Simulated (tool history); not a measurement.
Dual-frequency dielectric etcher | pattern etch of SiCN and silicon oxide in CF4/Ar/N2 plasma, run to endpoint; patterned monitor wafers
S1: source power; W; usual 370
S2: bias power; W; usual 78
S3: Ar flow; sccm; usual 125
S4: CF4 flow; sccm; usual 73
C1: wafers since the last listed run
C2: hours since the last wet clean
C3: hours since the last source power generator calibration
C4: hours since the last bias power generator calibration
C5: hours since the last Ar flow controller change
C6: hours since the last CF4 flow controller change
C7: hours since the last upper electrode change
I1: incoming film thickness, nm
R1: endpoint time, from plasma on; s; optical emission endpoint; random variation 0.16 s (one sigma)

| run | hour | S1 | S2 | S3 | S4 | C1 | C2 | C3 | C4 | C5 | C6 | C7 | I1 | R1 |
|---|---|---|---|---|---|---|---|---|---|---|---|---|---|---|
| 1 | 0 | 370 | 78 | 125 | 73 | 0 | 0.5 | 3565.4 | 195.4 | 1428 | 5808.9 | 5064.6 | 14.28 | 18.7 |
| 2 | 97.9 | 370 | 78 | 125 | 73 | 1129 | 98.4 | 3663.3 | 293.3 | 1525.9 | 5906.8 | 5162.5 | 14.47 | 19.2 |
| 3 | 143.8 | 370 | 78 | 125 | 73 | 529 | 144.3 | 3709.2 | 339.2 | 1571.8 | 5952.7 | 5208.4 | 14.42 | 19 |
|  | 186.1 | Ar flow controller replaced |
| 4 | 233.5 | 370 | 78 | 133 | 73 | 965 | 234 | 3798.9 | 428.9 | 47.4 | 6042.4 | 5298.1 | 14.43 | 19 |
|  | 261.9 | CF4 flow controller replaced |
|  | 317.7 | upper electrode replaced |
| 5 | 332.5 | 370 | 78 | 133 | 73 | 796 | 333 | 3897.9 | 527.9 | 146.4 | 70.6 | 14.8 | 14.48 | 19 |
| 6 | 436.5 | 400 | 78 | 125 | 73 | 1200 | 437 | 4001.9 | 631.9 | 250.4 | 174.6 | 118.8 | 14.32 | 16.7 |
| 7 | 475.5 | 400 | 78 | 125 | 73 | 450 | 476 | 4040.9 | 670.9 | 289.4 | 213.6 | 157.8 | 14.4 | 16.9 |
| 8 | 515.7 | 320 | 78 | 152 | 73 | 463 | 516.2 | 4081.1 | 711.1 | 329.6 | 253.8 | 198 | 14.5 | 22.3 |
| 9 | 584.5 | 440 | 78 | 99 | 65 | 793 | 585 | 4149.9 | 779.9 | 398.4 | 322.6 | 266.8 | 14.37 | 14.9 |
|  | 636.3 | wet clean of the chamber |
| 10 | 636.8 | 450 | 68 | 125 | 73 | 326 | 0.5 | 4202.2 | 832.2 | 450.7 | 374.9 | 319.1 | 14.45 | 16.1 |
| 11 | 701.5 | 340 | 58 | 125 | 57 | 746 | 65.2 | 4266.9 | 896.9 | 515.4 | 439.6 | 383.8 | 14.41 | 25.2 |
| 12 | 809.4 | 370 | 78 | 155 | 73 | 1245 | 173.1 | 4374.8 | 1004.8 | 623.3 | 547.5 | 491.7 | 14.58 | 19.9 |
| 13 | 849.2 | 410 | 95 | 125 | 73 | 459 | 212.9 | 4414.6 | 1044.6 | 663.1 | 587.3 | 531.5 | 14.54 | 15.6 |
| 14 | 934.7 | 370 | 78 | 125 | 73 | 986 | 298.4 | 4500.1 | 1130.1 | 748.6 | 672.8 | 617 | 14.46 | 18.7 |
| 15 | 994.3 | 410 | 86 | 146 | 73 | 687 | 358 | 4559.7 | 1189.7 | 808.2 | 732.4 | 676.6 | 14.57 | 16.6 |
| 16 | 1084.3 | 370 | 78 | 125 | 73 | 1038 | 448 | 4649.7 | 1279.7 | 898.2 | 822.4 | 766.6 | 14.46 | 18.5 |
|  | 1111.4 | source power generator calibrated |
| 17 | 1128 | 450 | 68 | 125 | 73 | 458 | 491.7 | 16.6 | 1323.4 | 941.9 | 866.1 | 810.3 | 14.63 | 16.2 |
| 18 | 1176.8 | 370 | 78 | 125 | 73 | 563 | 540.5 | 65.4 | 1372.2 | 990.7 | 914.9 | 859.1 | 14.43 | 18.3 |
|  | 1235.6 | wet clean of the chamber |
| 19 | 1236.1 | 310 | 78 | 125 | 73 | 407 | 0.5 | 124.7 | 1431.5 | 1050 | 974.2 | 918.4 | 14.38 | 23.4 |
| 20 | 1300.5 | 370 | 78 | 134 | 84 | 743 | 64.9 | 189.1 | 1495.9 | 1114.4 | 1038.6 | 982.8 | 14.48 | 18.7 |
| 21 | 1405.9 | 370 | 78 | 146 | 73 | 1216 | 170.3 | 294.5 | 1601.3 | 1219.8 | 1144 | 1088.2 | 14.31 | 19.4 |
| 22 | 1477.9 | 370 | 73 | 125 | 73 | 830 | 242.3 | 366.5 | 1673.3 | 1291.8 | 1216 | 1160.2 | 14.29 | 19.3 |
| 23 | 1576.4 | 370 | 67 | 125 | 73 | 1136 | 340.8 | 465 | 1771.8 | 1390.3 | 1314.5 | 1258.7 | 14.29 | 19.9 |
| 24 | 1617.1 | 370 | 64 | 145 | 67 | 469 | 381.5 | 505.7 | 1812.5 | 1431 | 1355.2 | 1299.4 | 14.34 | 20.9 |
| 25 | 1712.8 | 340 | 98 | 143 | 87 | 1104 | 477.2 | 601.4 | 1908.2 | 1526.7 | 1450.9 | 1395.1 | 14.44 | 18.5 |

3 ways to go on from here, each from the tool as it stands after run 25. What would each give?
| A | 1713.2 | 370 | 78 | 125 | 73 | 4 | 477.6 | 601.8 | 1908.6 | 1527.1 | 1451.3 | 1395.5 | 14.39 | ? |
| B | 1713.2 | 340 | 87 | 148 | 81 | 4 | 477.6 | 601.8 | 1908.6 | 1527.1 | 1451.3 | 1395.5 | 14.39 | ? |
| C | 1713.2 | 450 | 78 | 104 | 57 | 4 | 477.6 | 601.8 | 1908.6 | 1527.1 | 1451.3 | 1395.5 | 14.39 | ? |

| run | R1 |
|---|---|
| A | 18.5 |
| B | 19.6 |
| C | 15.3 |
Without the tool's hidden state the same runs would have given:
| run | R1 |
|---|---|
| A | 19.1 |
| B | 20.2 |
| C | 15.8 |

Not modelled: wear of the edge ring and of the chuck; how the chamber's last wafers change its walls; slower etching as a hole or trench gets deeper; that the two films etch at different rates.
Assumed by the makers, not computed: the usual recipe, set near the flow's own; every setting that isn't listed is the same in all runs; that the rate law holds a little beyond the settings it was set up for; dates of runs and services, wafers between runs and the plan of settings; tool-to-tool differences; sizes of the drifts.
